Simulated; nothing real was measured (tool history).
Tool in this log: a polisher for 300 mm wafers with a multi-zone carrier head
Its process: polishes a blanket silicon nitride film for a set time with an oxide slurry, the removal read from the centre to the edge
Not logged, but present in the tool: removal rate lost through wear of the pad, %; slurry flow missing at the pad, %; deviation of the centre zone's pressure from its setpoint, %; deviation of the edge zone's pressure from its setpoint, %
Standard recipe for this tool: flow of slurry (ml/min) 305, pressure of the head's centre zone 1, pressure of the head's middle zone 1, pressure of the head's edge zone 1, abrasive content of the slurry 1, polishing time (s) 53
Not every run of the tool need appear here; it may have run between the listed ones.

run,hour,flow of slurry (ml/min),pressure of the head's centre zone,pressure of the head's middle zone,pressure of the head's edge zone,abrasive content of the slurry,polishing time (s),wafers since the last listed run,wafers polished on this pad,hours since the slurry nozzle was cleaned,hours since the centre zone pressure was calibrated,hours since the edge zone pressure was calibrated,hours since the carrier head's membrane was replaced,"incoming thickness of the incoming film, nm",film removed at the wafer's centre (nm),film removed at mid-radius (nm),film removed at the wafer's edge (nm)
1,0,305,0.97,1,1.06,1,53,0,879,175.3,83.1,63.1,134.7,259,40,41.4,43.1
2,15,305,1,1,1,1,53,164,1043,190.3,98.1,78.1,149.7,261.3,40.5,41.7,42.6
3,32.2,305,1,0.94,1,0.9,53,188,1231,207.5,115.3,95.3,166.9,259,39.2,37.8,40
4,38.6,340,0.9,0.92,1.07,1,53,70,1301,213.9,121.7,101.7,173.3,261.9,37.9,39.8,43.8
# hour 47.6: worn pad replaced by a new one
5,52.6,305,1,1,1,1,53,109,54,227.9,135.7,115.7,187.3,259.3,40.8,41.2,42.4
6,68.8,340,1,1,0.96,0.7,53,177,231,244.1,151.9,131.9,203.5,260.2,33.6,35.1,34
7,81.6,305,1,1,1,1,53,140,371,256.9,164.7,144.7,216.3,256.1,40.8,41.6,41.3
8,103.7,370,1,0.93,1,1,53,241,613,279,186.8,166.8,238.4,260.6,40.5,39.8,42.5
9,110.8,305,1,1,1,1,53,77,691,286.1,193.9,173.9,245.5,255.1,39.7,41.2,41.9
10,125.2,305,1.11,1,1,1,37,157,848,300.5,208.3,188.3,259.9,263,31,28.7,29.5
11,134.1,305,1,0.94,1.1,0.8,53,97,946,309.4,217.2,197.2,268.8,262.7,35.2,35.7,39.1
12,146.6,395,1,1,1.06,1,53,136,1083,321.9,229.7,209.7,281.3,257.2,40.2,41.4,43.5
# hour 152.9: worn pad replaced by a new one
13,153.4,305,1,1,1,0.8,53,30,5,328.7,236.5,216.5,288.1,259.2,35.4,38,38.1
14,164.1,305,1,1,1,1,53,117,122,339.4,247.2,227.2,298.8,259.2,40.4,41.2,42.1
15,179.1,305,1.07,1.08,1,1.1,53,164,287,354.4,262.2,242.2,313.8,263.2,44,47.7,44.4
16,189.3,305,1,1,1,1,53,111,398,364.6,272.4,252.4,324,259.9,39.9,41.7,42
17,201.5,305,1,1,0.96,0.7,53,133,532,376.8,284.6,264.6,336.2,256.5,32.4,34.8,33.5
18,210.9,305,1,1.08,1,1,53,102,634,386.2,294,274,345.6,264.6,39.3,45.4,42.4
19,221,305,1,1,0.88,1,63,110,745,396.3,304.1,284.1,355.7,260.4,47.3,50.5,48
20,231.4,305,0.88,1,1,1,53,113,859,406.7,314.5,294.5,366.1,259.5,35.4,41.7,42.4
21,245.3,305,1,1,1,1,53,152,1011,420.6,328.4,308.4,380,257.8,38.5,42.1,41.9

Consider 5 possible next runs. They are alternatives, not a sequence: every one starts from the tool as it was left by run 21. What does each give?
A,245.7,365,1,1,1,1,53,4,1015,421,328.8,308.8,380.4,260,?,?,?
B,245.7,305,1,1.06,1,1,53,4,1015,421,328.8,308.8,380.4,260,?,?,?
C,245.7,305,1,1.07,1.06,1,53,4,1015,421,328.8,308.8,380.4,260,?,?,?
D,245.7,305,1.07,1,1,1,53,4,1015,421,328.8,308.8,380.4,260,?,?,?
E,245.7,305,1,0.9,1,1,53,4,1015,421,328.8,308.8,380.4,260,?,?,?

run,film removed at the wafer's centre (nm),film removed at mid-radius (nm),film removed at the wafer's edge (nm)
A,39.7,42.2,42.4
B,39.3,43.9,42.1
C,39.3,44.3,43
D,41.8,41.8,42.1
E,39.2,38.3,42.2
Had the tool no hidden state, the same runs would have come out as:
run,film removed at the wafer's centre (nm),film removed at mid-radius (nm),film removed at the wafer's edge (nm)
A,42.3,42.2,42.4
B,41.8,43.9,42.1
C,41.8,44.2,43
D,44.5,41.8,42.1
E,41.8,38.3,42.2
